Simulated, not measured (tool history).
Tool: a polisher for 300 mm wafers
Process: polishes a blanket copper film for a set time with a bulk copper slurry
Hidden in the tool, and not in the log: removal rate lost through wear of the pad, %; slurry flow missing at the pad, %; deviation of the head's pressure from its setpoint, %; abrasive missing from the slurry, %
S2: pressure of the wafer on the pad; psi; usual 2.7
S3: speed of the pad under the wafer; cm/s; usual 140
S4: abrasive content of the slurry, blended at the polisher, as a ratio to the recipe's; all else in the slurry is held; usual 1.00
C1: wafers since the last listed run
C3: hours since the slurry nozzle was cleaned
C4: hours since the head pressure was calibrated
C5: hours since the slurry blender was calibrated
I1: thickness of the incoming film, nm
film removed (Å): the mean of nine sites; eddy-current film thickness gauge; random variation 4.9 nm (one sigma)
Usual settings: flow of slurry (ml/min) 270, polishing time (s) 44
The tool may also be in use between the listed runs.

{"run": 1, "hour": 0.0, "flow of slurry (ml/min)": 235, "S2": 2.7, "S3": 140, "S4": 1.0, "polishing time (s)": 37, "C1": 0, "wafers polished on this pad": 2561, "C3": 452.9, "C4": 185.3, "C5": 199.3, "I1": 3951.1, "film removed (Å)": 4424}
{"run": 2, "hour": 26.8, "flow of slurry (ml/min)": 270, "S2": 2.7, "S3": 140, "S4": 1.0, "polishing time (s)": 44, "C1": 444, "wafers polished on this pad": 3006, "C3": 479.7, "C4": 212.1, "C5": 226.1, "I1": 4027.2, "film removed (Å)": 5310}
{"run": 3, "hour": 42.8, "flow of slurry (ml/min)": 270, "S2": 2.7, "S3": 140, "S4": 1.0, "polishing time (s)": 44, "C1": 265, "wafers polished on this pad": 3272, "C3": 495.7, "C4": 228.1, "C5": 242.1, "I1": 4021.9, "film removed (Å)": 5381}
{"run": 4, "hour": 63.1, "flow of slurry (ml/min)": 270, "S2": 2.7, "S3": 140, "S4": 1.0, "polishing time (s)": 44, "C1": 336, "wafers polished on this pad": 3609, "C3": 516.0, "C4": 248.4, "C5": 262.4, "I1": 4004.4, "film removed (Å)": 5312}
{"run": 5, "hour": 80.5, "flow of slurry (ml/min)": 270, "S2": 2.7, "S3": 140, "S4": 1.0, "polishing time (s)": 54, "C1": 288, "wafers polished on this pad": 3897, "C3": 533.4, "C4": 265.8, "C5": 279.8, "I1": 4004.1, "film removed (Å)": 6515}
{"run": 6, "hour": 96.5, "flow of slurry (ml/min)": 270, "S2": 2.7, "S3": 140, "S4": 1.0, "polishing time (s)": 54, "C1": 265, "wafers polished on this pad": 4163, "C3": 549.4, "C4": 281.8, "C5": 295.8, "I1": 3958.9, "film removed (Å)": 6554}
{"hour": 107.3, "done": "worn pad replaced by a new one"}
{"run": 7, "hour": 131.3, "flow of slurry (ml/min)": 270, "S2": 2.7, "S3": 140, "S4": 1.0, "polishing time (s)": 54, "C1": 511, "wafers polished on this pad": 397, "C3": 584.2, "C4": 316.6, "C5": 330.6, "I1": 4033.6, "film removed (Å)": 6832}
{"hour": 134.5, "done": "slurry blender recalibrated"}
{"run": 8, "hour": 151.4, "flow of slurry (ml/min)": 215, "S2": 2.7, "S3": 140, "S4": 1.0, "polishing time (s)": 44, "C1": 300, "wafers polished on this pad": 698, "C3": 604.3, "C4": 336.7, "C5": 16.9, "I1": 4008.1, "film removed (Å)": 5373}
{"run": 9, "hour": 184.3, "flow of slurry (ml/min)": 270, "S2": 2.7, "S3": 140, "S4": 1.0, "polishing time (s)": 44, "C1": 546, "wafers polished on this pad": 1244, "C3": 637.2, "C4": 369.6, "C5": 49.8, "I1": 4038.5, "film removed (Å)": 5499}
{"run": 10, "hour": 203.2, "flow of slurry (ml/min)": 270, "S2": 3.4, "S3": 140, "S4": 1.0, "polishing time (s)": 44, "C1": 313, "wafers polished on this pad": 1557, "C3": 656.1, "C4": 388.5, "C5": 68.7, "I1": 4053.7, "film removed (Å)": 6644}
{"run": 11, "hour": 217.0, "flow of slurry (ml/min)": 225, "S2": 2.2, "S3": 98, "S4": 1.0, "polishing time (s)": 33, "C1": 229, "wafers polished on this pad": 1787, "C3": 669.9, "C4": 402.3, "C5": 82.5, "I1": 3973.2, "film removed (Å)": 2354}
{"hour": 244.6, "done": "slurry nozzle cleaned"}
{"run": 12, "hour": 245.1, "flow of slurry (ml/min)": 270, "S2": 3.0, "S3": 140, "S4": 1.0, "polishing time (s)": 44, "C1": 449, "wafers polished on this pad": 2236, "C3": 0.5, "C4": 430.4, "C5": 110.6, "I1": 3952.7, "film removed (Å)": 5943}
{"run": 13, "hour": 272.6, "flow of slurry (ml/min)": 270, "S2": 2.0, "S3": 140, "S4": 1.1, "polishing time (s)": 39, "C1": 456, "wafers polished on this pad": 2693, "C3": 28.0, "C4": 457.9, "C5": 138.1, "I1": 3943.9, "film removed (Å)": 3814}
{"run": 14, "hour": 331.7, "flow of slurry (ml/min)": 270, "S2": 3.0, "S3": 184, "S4": 0.9, "polishing time (s)": 44, "C1": 980, "wafers polished on this pad": 3674, "C3": 87.1, "C4": 517.0, "C5": 197.2, "I1": 3966.3, "film removed (Å)": 7471}
{"hour": 346.4, "done": "worn pad replaced by a new one"}
{"run": 15, "hour": 362.2, "flow of slurry (ml/min)": 270, "S2": 2.7, "S3": 140, "S4": 1.0, "polishing time (s)": 44, "C1": 439, "wafers polished on this pad": 261, "C3": 117.6, "C4": 547.5, "C5": 227.7, "I1": 4023.5, "film removed (Å)": 5614}
{"run": 16, "hour": 385.7, "flow of slurry (ml/min)": 270, "S2": 2.7, "S3": 140, "S4": 1.0, "polishing time (s)": 38, "C1": 390, "wafers polished on this pad": 651, "C3": 141.1, "C4": 571.0, "C5": 251.2, "I1": 3919.1, "film removed (Å)": 4798}
{"run": 17, "hour": 401.7, "flow of slurry (ml/min)": 200, "S2": 2.7, "S3": 140, "S4": 1.0, "polishing time (s)": 44, "C1": 265, "wafers polished on this pad": 917, "C3": 157.1, "C4": 587.0, "C5": 267.2, "I1": 3941.4, "film removed (Å)": 5346}
{"run": 18, "hour": 420.3, "flow of slurry (ml/min)": 270, "S2": 2.4, "S3": 140, "S4": 1.0, "polishing time (s)": 35, "C1": 308, "wafers polished on this pad": 1226, "C3": 175.7, "C4": 605.6, "C5": 285.8, "I1": 3959.7, "film removed (Å)": 3956}
{"run": 19, "hour": 443.5, "flow of slurry (ml/min)": 270, "S2": 3.5, "S3": 178, "S4": 1.0, "polishing time (s)": 44, "C1": 385, "wafers polished on this pad": 1611, "C3": 198.9, "C4": 628.8, "C5": 309.0, "I1": 4006.1, "film removed (Å)": 8669}
{"hour": 470.1, "done": "slurry blender recalibrated"}
{"run": 20, "hour": 478.4, "flow of slurry (ml/min)": 325, "S2": 2.7, "S3": 100, "S4": 1.25, "polishing time (s)": 35, "C1": 546, "wafers polished on this pad": 2157, "C3": 233.8, "C4": 663.7, "C5": 8.3, "I1": 3988.4, "film removed (Å)": 3266}
{"run": 21, "hour": 509.7, "flow of slurry (ml/min)": 270, "S2": 2.7, "S3": 140, "S4": 1.0, "polishing time (s)": 44, "C1": 519, "wafers polished on this pad": 2676, "C3": 265.1, "C4": 695.0, "C5": 39.6, "I1": 3972.0, "film removed (Å)": 5298}
{"run": 22, "hour": 522.7, "flow of slurry (ml/min)": 270, "S2": 2.7, "S3": 162, "S4": 1.0, "polishing time (s)": 44, "C1": 215, "wafers polished on this pad": 2892, "C3": 278.1, "C4": 708.0, "C5": 52.6, "I1": 3966.1, "film removed (Å)": 6199}
{"hour": 550.2, "done": "head pressure recalibrated"}
{"run": 23, "hour": 550.7, "flow of slurry (ml/min)": 270, "S2": 2.7, "S3": 94, "S4": 1.0, "polishing time (s)": 31, "C1": 431, "wafers polished on this pad": 3324, "C3": 306.1, "C4": 0.5, "C5": 80.6, "I1": 3988.6, "film removed (Å)": 2578}
{"hour": 587.6, "done": "worn pad replaced by a new one"}
{"run": 24, "hour": 588.1, "flow of slurry (ml/min)": 270, "S2": 2.7, "S3": 140, "S4": 1.0, "polishing time (s)": 33, "C1": 554, "wafers polished on this pad": 7, "C3": 343.5, "C4": 37.9, "C5": 118.0, "I1": 3926.0, "film removed (Å)": 4373}
{"run": 25, "hour": 614.9, "flow of slurry (ml/min)": 270, "S2": 3.2, "S3": 140, "S4": 0.8, "polishing time (s)": 44, "C1": 444, "wafers polished on this pad": 452, "C3": 370.3, "C4": 64.7, "C5": 144.8, "I1": 4042.5, "film removed (Å)": 6342}
{"run": 26, "hour": 647.3, "flow of slurry (ml/min)": 270, "S2": 2.7, "S3": 140, "S4": 1.1, "polishing time (s)": 57, "C1": 537, "wafers polished on this pad": 990, "C3": 402.7, "C4": 97.1, "C5": 177.2, "I1": 4008.6, "film removed (Å)": 7271}
{"run": 27, "hour": 677.3, "flow of slurry (ml/min)": 270, "S2": 3.1, "S3": 140, "S4": 0.75, "polishing time (s)": 31, "C1": 497, "wafers polished on this pad": 1488, "C3": 432.7, "C4": 127.1, "C5": 207.2, "I1": 3973.7, "film removed (Å)": 4139}
{"run": 28, "hour": 707.7, "flow of slurry (ml/min)": 270, "S2": 3.2, "S3": 140, "S4": 1.0, "polishing time (s)": 44, "C1": 504, "wafers polished on this pad": 1992, "C3": 463.1, "C4": 157.5, "C5": 237.6, "I1": 4042.1, "film removed (Å)": 6265}
{"run": 29, "hour": 733.1, "flow of slurry (ml/min)": 235, "S2": 2.7, "S3": 140, "S4": 1.0, "polishing time (s)": 37, "C1": 421, "wafers polished on this pad": 2414, "C3": 488.5, "C4": 182.9, "C5": 263.0, "I1": 4085.8, "film removed (Å)": 4473}
{"run": 30, "hour": 792.2, "flow of slurry (ml/min)": 270, "S2": 2.3, "S3": 140, "S4": 1.0, "polishing time (s)": 48, "C1": 980, "wafers polished on this pad": 3395, "C3": 547.6, "C4": 242.0, "C5": 322.1, "I1": 4001.0, "film removed (Å)": 5132}

Some steps in film removed (Å) between neighbouring runs. How much of each would the tool show without its hidden state too (settings, what came in, random variation), and how much is left for the hidden state, with any gauge scatter that isn't in both results?
Run 6 -> 7: worn pad replaced by a new one. film removed (Å) +278: hidden state +420, all else -142.
Run 10 -> 11: flow of slurry (ml/min) 270 -> 225, S2 3.4 -> 2.2, S3 140 -> 98, polishing time (s) 44 -> 33. film removed (Å) -4290: hidden state +275, all else -4565.
Run 14 -> 15: S2 3.0 -> 2.7, S3 184 -> 140, S4 0.90 -> 1.00, worn pad replaced by a new one. film removed (Å) -1857: hidden state +520, all else -2377.
Run 18 -> 19: S2 2.4 -> 3.5, S3 140 -> 178, polishing time (s) 35 -> 44. film removed (Å) +4713: hidden state -365, all else +5078.
Run 19 -> 20: flow of slurry (ml/min) 270 -> 325, S2 3.5 -> 2.7, S3 178 -> 100, S4 1.00 -> 1.25, polishing time (s) 44 -> 35, slurry blender recalibrated. film removed (Å) -5403: hidden state +346, all else -5749.

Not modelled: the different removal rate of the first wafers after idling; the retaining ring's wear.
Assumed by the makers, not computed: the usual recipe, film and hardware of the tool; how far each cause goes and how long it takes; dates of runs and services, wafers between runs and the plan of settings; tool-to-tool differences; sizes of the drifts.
